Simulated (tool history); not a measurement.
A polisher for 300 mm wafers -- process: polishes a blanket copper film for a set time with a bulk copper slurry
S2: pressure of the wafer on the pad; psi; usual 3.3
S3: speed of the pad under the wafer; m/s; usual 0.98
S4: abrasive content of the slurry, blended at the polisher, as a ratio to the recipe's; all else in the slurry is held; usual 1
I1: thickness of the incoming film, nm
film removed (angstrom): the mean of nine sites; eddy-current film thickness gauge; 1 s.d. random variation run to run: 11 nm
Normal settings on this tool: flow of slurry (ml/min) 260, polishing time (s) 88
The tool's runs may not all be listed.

{"run": 1, "day": 0.0, "flow of slurry (ml/min)": 260, "S2": 3.3, "S3": 1.12, "S4": 0.9, "polishing time (s)": 88, "I1": 4310.3, "film removed (angstrom)": 9874}
{"run": 2, "day": 4.05, "flow of slurry (ml/min)": 260, "S2": 3.3, "S3": 0.98, "S4": 1, "polishing time (s)": 88, "I1": 4406.4, "film removed (angstrom)": 8817}
{"day": 7.146, "done": "head pressure recalibrated"}
{"run": 3, "day": 7.871, "flow of slurry (ml/min)": 220, "S2": 3.3, "S3": 0.98, "S4": 1, "polishing time (s)": 88, "I1": 4300.6, "film removed (angstrom)": 9073}
{"run": 4, "day": 9.971, "flow of slurry (ml/min)": 220, "S2": 3.3, "S3": 0.98, "S4": 1, "polishing time (s)": 88, "I1": 4420.6, "film removed (angstrom)": 9258}
{"run": 5, "day": 11.638, "flow of slurry (ml/min)": 220, "S2": 3.3, "S3": 0.98, "S4": 1, "polishing time (s)": 88, "I1": 4424.1, "film removed (angstrom)": 9105}
{"run": 6, "day": 14.229, "flow of slurry (ml/min)": 260, "S2": 3.3, "S3": 1.2, "S4": 1, "polishing time (s)": 88, "I1": 4303.6, "film removed (angstrom)": 11049}
{"day": 17.3, "done": "slurry nozzle cleaned"}
{"run": 7, "day": 17.696, "flow of slurry (ml/min)": 225, "S2": 3.3, "S3": 0.98, "S4": 1, "polishing time (s)": 88, "I1": 4395.8, "film removed (angstrom)": 9021}
{"run": 8, "day": 20.792, "flow of slurry (ml/min)": 260, "S2": 3.3, "S3": 0.72, "S4": 1.25, "polishing time (s)": 88, "I1": 4386.9, "film removed (angstrom)": 7344}
{"day": 23.971, "done": "slurry blender recalibrated"}
{"run": 9, "day": 24.388, "flow of slurry (ml/min)": 260, "S2": 3.3, "S3": 0.98, "S4": 1, "polishing time (s)": 88, "I1": 4408.2, "film removed (angstrom)": 9297}
{"day": 24.846, "done": "worn pad replaced by a new one"}
{"run": 10, "day": 28.546, "flow of slurry (ml/min)": 260, "S2": 3.3, "S3": 0.72, "S4": 1.15, "polishing time (s)": 88, "I1": 4371.8, "film removed (angstrom)": 7149}
{"run": 11, "day": 30.138, "flow of slurry (ml/min)": 260, "S2": 3.3, "S3": 0.98, "S4": 1, "polishing time (s)": 109, "I1": 4356.6, "film removed (angstrom)": 11444}
{"run": 12, "day": 33.35, "flow of slurry (ml/min)": 185, "S2": 4.3, "S3": 0.98, "S4": 0.85, "polishing time (s)": 75, "I1": 4309.9, "film removed (angstrom)": 8885}
{"run": 13, "day": 35.421, "flow of slurry (ml/min)": 260, "S2": 3.3, "S3": 0.98, "S4": 1.25, "polishing time (s)": 88, "I1": 4326.6, "film removed (angstrom)": 9298}
{"run": 14, "day": 37.7, "flow of slurry (ml/min)": 300, "S2": 3.9, "S3": 0.68, "S4": 1, "polishing time (s)": 75, "I1": 4278.1, "film removed (angstrom)": 6708}
{"run": 15, "day": 40.85, "flow of slurry (ml/min)": 260, "S2": 3.3, "S3": 0.98, "S4": 1.15, "polishing time (s)": 88, "I1": 4376.9, "film removed (angstrom)": 9122}
{"run": 16, "day": 43.392, "flow of slurry (ml/min)": 260, "S2": 3.3, "S3": 0.98, "S4": 1.2, "polishing time (s)": 88, "I1": 4311.1, "film removed (angstrom)": 9083}
{"day": 45.683, "done": "head pressure recalibrated"}
{"day": 49.058, "done": "slurry nozzle cleaned"}
{"run": 17, "day": 50.308, "flow of slurry (ml/min)": 260, "S2": 3.3, "S3": 0.98, "S4": 1, "polishing time (s)": 88, "I1": 4451.4, "film removed (angstrom)": 9266}
{"run": 18, "day": 52.129, "flow of slurry (ml/min)": 260, "S2": 3.3, "S3": 0.88, "S4": 1, "polishing time (s)": 57, "I1": 4343.6, "film removed (angstrom)": 5471}
{"day": 52.383, "done": "worn pad replaced by a new one"}
{"day": 52.504, "done": "slurry blender recalibrated"}
{"run": 19, "day": 54.633, "flow of slurry (ml/min)": 260, "S2": 3.3, "S3": 0.98, "S4": 1, "polishing time (s)": 88, "I1": 4356.2, "film removed (angstrom)": 9283}
{"run": 20, "day": 58.504, "flow of slurry (ml/min)": 190, "S2": 3.3, "S3": 0.98, "S4": 1, "polishing time (s)": 60, "I1": 4315.1, "film removed (angstrom)": 6026}
{"run": 21, "day": 62.192, "flow of slurry (ml/min)": 260, "S2": 3.3, "S3": 0.98, "S4": 0.85, "polishing time (s)": 61, "I1": 4391.5, "film removed (angstrom)": 6108}
{"run": 22, "day": 64.758, "flow of slurry (ml/min)": 200, "S2": 2.2, "S3": 0.98, "S4": 1, "polishing time (s)": 88, "I1": 4395.8, "film removed (angstrom)": 6468}
{"run": 23, "day": 68.421, "flow of slurry (ml/min)": 230, "S2": 3.3, "S3": 0.98, "S4": 1.15, "polishing time (s)": 59, "I1": 4358.4, "film removed (angstrom)": 6040}
{"run": 24, "day": 77.508, "flow of slurry (ml/min)": 260, "S2": 3.3, "S3": 0.98, "S4": 1, "polishing time (s)": 96, "I1": 4364.4, "film removed (angstrom)": 9693}
{"day": 77.75, "done": "slurry nozzle cleaned"}
{"day": 77.788, "done": "worn pad replaced by a new one"}
{"run": 25, "day": 79.454, "flow of slurry (ml/min)": 260, "S2": 3.3, "S3": 0.98, "S4": 1, "polishing time (s)": 88, "I1": 4388.7, "film removed (angstrom)": 8797}
{"run": 26, "day": 81.325, "flow of slurry (ml/min)": 260, "S2": 3.3, "S3": 0.76, "S4": 0.7, "polishing time (s)": 88, "I1": 4351.2, "film removed (angstrom)": 6828}
{"day": 84.767, "done": "slurry blender recalibrated"}
{"day": 85.15, "done": "head pressure recalibrated"}
{"run": 27, "day": 85.654, "flow of slurry (ml/min)": 260, "S2": 3.3, "S3": 0.76, "S4": 1, "polishing time (s)": 88, "I1": 4371, "film removed (angstrom)": 7633}
{"run": 28, "day": 87.342, "flow of slurry (ml/min)": 260, "S2": 3.3, "S3": 0.98, "S4": 0.9, "polishing time (s)": 88, "I1": 4331.1, "film removed (angstrom)": 9206}
{"run": 29, "day": 88.871, "flow of slurry (ml/min)": 225, "S2": 3.3, "S3": 0.72, "S4": 1, "polishing time (s)": 96, "I1": 4305.5, "film removed (angstrom)": 7772}
{"run": 30, "day": 90.717, "flow of slurry (ml/min)": 260, "S2": 3.3, "S3": 0.98, "S4": 1, "polishing time (s)": 88, "I1": 4302.6, "film removed (angstrom)": 9284}

How would selected steps in film removed (angstrom) from run to run divide? Give the signed amount a tool lacking its hidden state would still show from settings, what came in and random variation, and the signed amount left for the hidden state, including any gauge scatter that is not in both of the compared results.
The hidden state here: removal rate lost through wear of the pad, %; slurry flow missing at the pad, %; deviation of the head's pressure from its setpoint, %; abrasive missing from the slurry, %.
Run 2 -> 3: flow of slurry (ml/min) 260 -> 220, head pressure recalibrated. film removed (angstrom) +256: hidden state +380, all else -124.
Run 10 -> 11: S3 0.72 -> 0.98, S4 1.15 -> 1, polishing time (s) 88 -> 109. film removed (angstrom) +4295: hidden state -204, all else +4499.
Run 16 -> 17: S4 1.2 -> 1, head pressure recalibrated, slurry nozzle cleaned. film removed (angstrom) +183: hidden state +496, all else -313.
Run 17 -> 18: S3 0.98 -> 0.88, polishing time (s) 88 -> 57. film removed (angstrom) -3795: hidden state +26, all else -3821.
Run 18 -> 19: S3 0.88 -> 0.98, polishing time (s) 57 -> 88, worn pad replaced by a new one, slurry blender recalibrated. film removed (angstrom) +3812: hidden state -91, all else +3903.
Run 26 -> 27: S4 0.7 -> 1, slurry blender recalibrated, head pressure recalibrated. film removed (angstrom) +805: hidden state +439, all else +366.

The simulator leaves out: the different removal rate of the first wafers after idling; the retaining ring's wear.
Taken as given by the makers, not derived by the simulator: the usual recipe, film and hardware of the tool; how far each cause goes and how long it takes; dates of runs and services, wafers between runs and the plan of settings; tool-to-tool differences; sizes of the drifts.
